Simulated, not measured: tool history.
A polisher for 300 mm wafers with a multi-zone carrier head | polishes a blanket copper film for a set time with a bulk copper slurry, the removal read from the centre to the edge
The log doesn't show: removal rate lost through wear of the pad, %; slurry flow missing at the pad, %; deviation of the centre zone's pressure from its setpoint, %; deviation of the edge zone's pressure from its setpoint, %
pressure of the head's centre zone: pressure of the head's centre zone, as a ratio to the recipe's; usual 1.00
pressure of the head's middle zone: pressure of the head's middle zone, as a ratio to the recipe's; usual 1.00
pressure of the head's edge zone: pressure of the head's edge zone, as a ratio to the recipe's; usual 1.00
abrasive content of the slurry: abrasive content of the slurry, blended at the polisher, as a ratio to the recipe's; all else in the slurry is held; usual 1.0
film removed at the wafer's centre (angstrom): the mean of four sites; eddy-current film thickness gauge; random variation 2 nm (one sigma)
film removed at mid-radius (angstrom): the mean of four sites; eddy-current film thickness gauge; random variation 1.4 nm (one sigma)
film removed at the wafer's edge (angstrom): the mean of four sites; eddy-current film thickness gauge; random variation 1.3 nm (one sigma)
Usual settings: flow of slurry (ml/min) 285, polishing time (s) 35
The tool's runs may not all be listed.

run	hour	flow of slurry (ml/min)	pressure of the head's centre zone	pressure of the head's middle zone	pressure of the head's edge zone	abrasive content of the slurry	polishing time (s)	wafers since the last listed run	wafers polished on this pad	hours since the slurry nozzle was cleaned	hours since the centre zone pressure was calibrated	hours since the edge zone pressure was calibrated	hours since the carrier head's membrane was replaced	incoming thickness of the incoming film, nm	film removed at the wafer's centre (angstrom)	film removed at mid-radius (angstrom)	film removed at the wafer's edge (angstrom)
1	0.0	285	1.00	1.00	1.00	1.0	35	0	61	293.8	30.4	103.2	1532.4	2634.3	1522	1502	1465
2	38.7	285	1.07	1.00	1.12	1.0	35	374	436	332.5	69.1	141.9	1571.1	2559.9	1587	1441	1507
3	97.7	235	1.04	1.10	1.00	1.0	26	571	1007	391.5	128.1	200.9	1630.1	2603.3	1052	1097	1006
4	164.4	285	1.00	1.08	1.00	1.0	35	645	1653	458.2	194.8	267.6	1696.8	2566.8	1353	1415	1345
5	205.8	285	1.00	1.00	1.00	1.0	35	400	2054	499.6	236.2	309.0	1738.2	2571.4	1337	1316	1334
6	238.3	285	1.00	1.08	1.00	1.0	35	314	2368	532.1	268.7	341.5	1770.7	2598.2	1365	1380	1312
# hour 267.0: carrier head's membrane replaced by a new one
7	281.4	285	1.00	1.08	1.00	1.0	35	368	2737	575.2	311.8	384.6	14.4	2563.2	1317	1350	1300
8	343.4	285	1.09	1.00	1.00	1.0	27	600	3337	637.2	373.8	446.6	76.4	2535.4	1071	955	985
# hour 349.8: worn pad replaced by a new one
# hour 354.3: slurry nozzle cleaned
# hour 361.8: edge zone pressure recalibrated
9	402.2	285	1.00	1.00	1.00	1.0	35	501	478	47.9	432.6	40.4	135.2	2597.8	1522	1448	1474
10	462.3	285	1.00	1.05	1.11	1.0	45	581	1060	108.0	492.7	100.5	195.3	2591.2	1861	1889	1891
11	497.5	285	1.00	1.00	1.00	1.0	35	340	1401	143.2	527.9	135.7	230.5	2583.9	1435	1389	1371
12	550.1	285	0.90	1.00	0.89	1.1	35	509	1910	195.8	580.5	188.3	283.1	2617.5	1269	1418	1346
13	603.3	285	1.00	0.97	1.00	1.0	47	515	2425	249.0	633.7	241.5	336.3	2570.8	1863	1775	1809
14	627.6	375	0.95	1.00	1.00	1.0	35	235	2660	273.3	658.0	265.8	360.6	2587.0	1339	1383	1374
15	663.6	285	1.00	1.00	1.00	1.0	35	348	3009	309.3	694.0	301.8	396.6	2579.8	1363	1337	1329
16	708.5	285	1.00	1.00	1.05	1.0	35	434	3444	354.2	738.9	346.7	441.5	2556.6	1358	1333	1352
# hour 755.3: worn pad replaced by a new one
17	760.3	190	1.00	0.89	0.93	1.0	43	462	48	406.0	790.7	398.5	493.3	2589.9	1688	1534	1672
# hour 810.4: edge zone pressure recalibrated
18	827.7	285	0.92	0.93	1.00	1.0	44	633	681	473.4	858.1	17.3	560.7	2568.9	1670	1633	1763
19	861.3	355	1.00	1.12	1.00	1.0	39	325	1007	507.0	891.7	50.9	594.3	2545.7	1599	1735	1547
20	927.8	285	1.00	1.00	1.00	1.0	35	643	1650	573.5	958.2	117.4	660.8	2605.8	1349	1323	1325
# hour 965.9: centre zone pressure recalibrated
21	981.6	310	1.00	0.96	1.00	1.0	35	501	2152	627.3	15.7	171.2	714.6	2572.5	1313	1284	1316
22	1020.8	285	1.00	1.00	1.00	1.0	35	379	2531	666.5	54.9	210.4	753.8	2527.1	1303	1257	1293

Forecast each of these 3 alternatives for the next run:
A	1021.2	285	1.00	1.00	1.00	1.0	35	3	2535	666.9	55.3	210.8	754.2	2579.4	?	?	?
B	1021.2	285	1.00	1.00	1.00	1.1	35	3	2535	666.9	55.3	210.8	754.2	2579.4	?	?	?
C	1021.2	380	1.09	1.00	1.08	1.3	35	3	2535	666.9	55.3	210.8	754.2	2579.4	?	?	?

run	film removed at the wafer's centre (angstrom)	film removed at mid-radius (angstrom)	film removed at the wafer's edge (angstrom)
A	1274	1261	1271
B	1301	1288	1298
C	1544	1396	1442
Without the tool's hidden state the same runs would have given:
run	film removed at the wafer's centre (angstrom)	film removed at mid-radius (angstrom)	film removed at the wafer's edge (angstrom)
A	1565	1536	1523
B	1598	1569	1555
C	1860	1671	1707
